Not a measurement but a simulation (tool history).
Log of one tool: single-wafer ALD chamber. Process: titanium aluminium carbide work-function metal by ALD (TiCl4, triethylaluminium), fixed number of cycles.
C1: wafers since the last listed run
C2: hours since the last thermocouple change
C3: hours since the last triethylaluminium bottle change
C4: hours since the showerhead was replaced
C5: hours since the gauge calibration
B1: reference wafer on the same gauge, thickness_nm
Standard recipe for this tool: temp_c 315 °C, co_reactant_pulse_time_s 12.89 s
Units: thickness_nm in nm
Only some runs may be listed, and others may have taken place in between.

{"run": 1, "hour": 0.0, "temp_c": 315, "co_reactant_pulse_time_s": 12.89, "C1": 0, "C2": 804.8, "C3": 1169.4, "C4": 3336.3, "C5": 334.3, "B1": 1.83, "thickness_nm": 2.161}
{"hour": 3.1, "done": "gauge calibrated"}
{"run": 2, "hour": 42.0, "temp_c": 315, "co_reactant_pulse_time_s": 12.89, "C1": 377, "C2": 846.8, "C3": 1211.4, "C4": 3378.3, "C5": 38.9, "B1": 1.83, "thickness_nm": 2.155}
{"run": 3, "hour": 102.7, "temp_c": 315, "co_reactant_pulse_time_s": 12.89, "C1": 545, "C2": 907.5, "C3": 1272.1, "C4": 3439, "C5": 99.6, "B1": 1.83, "thickness_nm": 2.152}
{"run": 4, "hour": 171.7, "temp_c": 315, "co_reactant_pulse_time_s": 12.89, "C1": 620, "C2": 976.5, "C3": 1341.1, "C4": 3508, "C5": 168.6, "B1": 1.83, "thickness_nm": 2.147}
{"hour": 207.7, "done": "thermocouple changed; heater temperature recalibrated"}
{"run": 5, "hour": 208.2, "temp_c": 315, "co_reactant_pulse_time_s": 12.89, "C1": 256, "C2": 0.5, "C3": 1377.6, "C4": 3544.5, "C5": 205.1, "B1": 1.83, "thickness_nm": 2.154}
{"run": 6, "hour": 258.1, "temp_c": 315, "co_reactant_pulse_time_s": 12.89, "C1": 448, "C2": 50.4, "C3": 1427.5, "C4": 3594.4, "C5": 255, "B1": 1.83, "thickness_nm": 2.15}
{"hour": 289.1, "done": "showerhead replaced"}
{"hour": 289.8, "done": "gauge calibrated"}
{"run": 7, "hour": 293.8, "temp_c": 315, "co_reactant_pulse_time_s": 12.89, "C1": 249, "C2": 86.1, "C3": 1463.2, "C4": 4.7, "C5": 4, "B1": 1.83, "thickness_nm": 2.16}
{"run": 8, "hour": 332.7, "temp_c": 315, "co_reactant_pulse_time_s": 12.89, "C1": 349, "C2": 125, "C3": 1502.1, "C4": 43.6, "C5": 42.9, "B1": 1.83, "thickness_nm": 2.148}
{"run": 9, "hour": 377.8, "temp_c": 315, "co_reactant_pulse_time_s": 12.89, "C1": 405, "C2": 170.1, "C3": 1547.2, "C4": 88.7, "C5": 88, "B1": 1.829, "thickness_nm": 2.148}
{"hour": 393.2, "done": "triethylaluminium bottle replaced"}
{"run": 10, "hour": 404.8, "temp_c": 315, "co_reactant_pulse_time_s": 16.4, "C1": 170, "C2": 197.1, "C3": 11.6, "C4": 115.7, "C5": 115, "B1": 1.829, "thickness_nm": 2.164}
{"run": 11, "hour": 456.9, "temp_c": 302, "co_reactant_pulse_time_s": 7.77, "C1": 468, "C2": 249.2, "C3": 63.7, "C4": 167.8, "C5": 167.1, "B1": 1.831, "thickness_nm": 1.919}
{"run": 12, "hour": 540.8, "temp_c": 308, "co_reactant_pulse_time_s": 10.15, "C1": 754, "C2": 333.1, "C3": 147.6, "C4": 251.7, "C5": 251, "B1": 1.83, "thickness_nm": 2.046}
{"run": 13, "hour": 567.1, "temp_c": 326, "co_reactant_pulse_time_s": 16.79, "C1": 236, "C2": 359.4, "C3": 173.9, "C4": 278, "C5": 277.3, "B1": 1.83, "thickness_nm": 2.275}
{"run": 14, "hour": 620.6, "temp_c": 315, "co_reactant_pulse_time_s": 12.89, "C1": 481, "C2": 412.9, "C3": 227.4, "C4": 331.5, "C5": 330.8, "B1": 1.83, "thickness_nm": 2.147}
{"run": 15, "hour": 646.4, "temp_c": 306, "co_reactant_pulse_time_s": 8.74, "C1": 231, "C2": 438.7, "C3": 253.2, "C4": 357.3, "C5": 356.6, "B1": 1.831, "thickness_nm": 1.991}

What if the next run were any one of these 4? Each begins from the tool's condition after run 15:
{"run": "A", "hour": 646.8, "temp_c": 303, "co_reactant_pulse_time_s": 12.89, "C1": 3, "C2": 439.1, "C3": 253.6, "C4": 357.7, "C5": 357, "B1": "?", "thickness_nm": "?"}
{"run": "B", "hour": 646.8, "temp_c": 326, "co_reactant_pulse_time_s": 17.67, "C1": 3, "C2": 439.1, "C3": 253.6, "C4": 357.7, "C5": 357, "B1": "?", "thickness_nm": "?"}
{"run": "C", "hour": 646.8, "temp_c": 322, "co_reactant_pulse_time_s": 7.98, "C1": 3, "C2": 439.1, "C3": 253.6, "C4": 357.7, "C5": 357, "B1": "?", "thickness_nm": "?"}
{"run": "D", "hour": 646.8, "temp_c": 315, "co_reactant_pulse_time_s": 16.92, "C1": 3, "C2": 439.1, "C3": 253.6, "C4": 357.7, "C5": 357, "B1": "?", "thickness_nm": "?"}

run=A B1=1.829 thickness_nm=2.026
run=B B1=1.829 thickness_nm=2.279
run=C B1=1.829 thickness_nm=2.118
run=D B1=1.829 thickness_nm=2.165
With the hidden condition removed and each run's random variation left untouched, the same runs would have given:
run=A thickness_nm=2.026
run=B thickness_nm=2.279
run=C thickness_nm=2.118
run=D thickness_nm=2.165

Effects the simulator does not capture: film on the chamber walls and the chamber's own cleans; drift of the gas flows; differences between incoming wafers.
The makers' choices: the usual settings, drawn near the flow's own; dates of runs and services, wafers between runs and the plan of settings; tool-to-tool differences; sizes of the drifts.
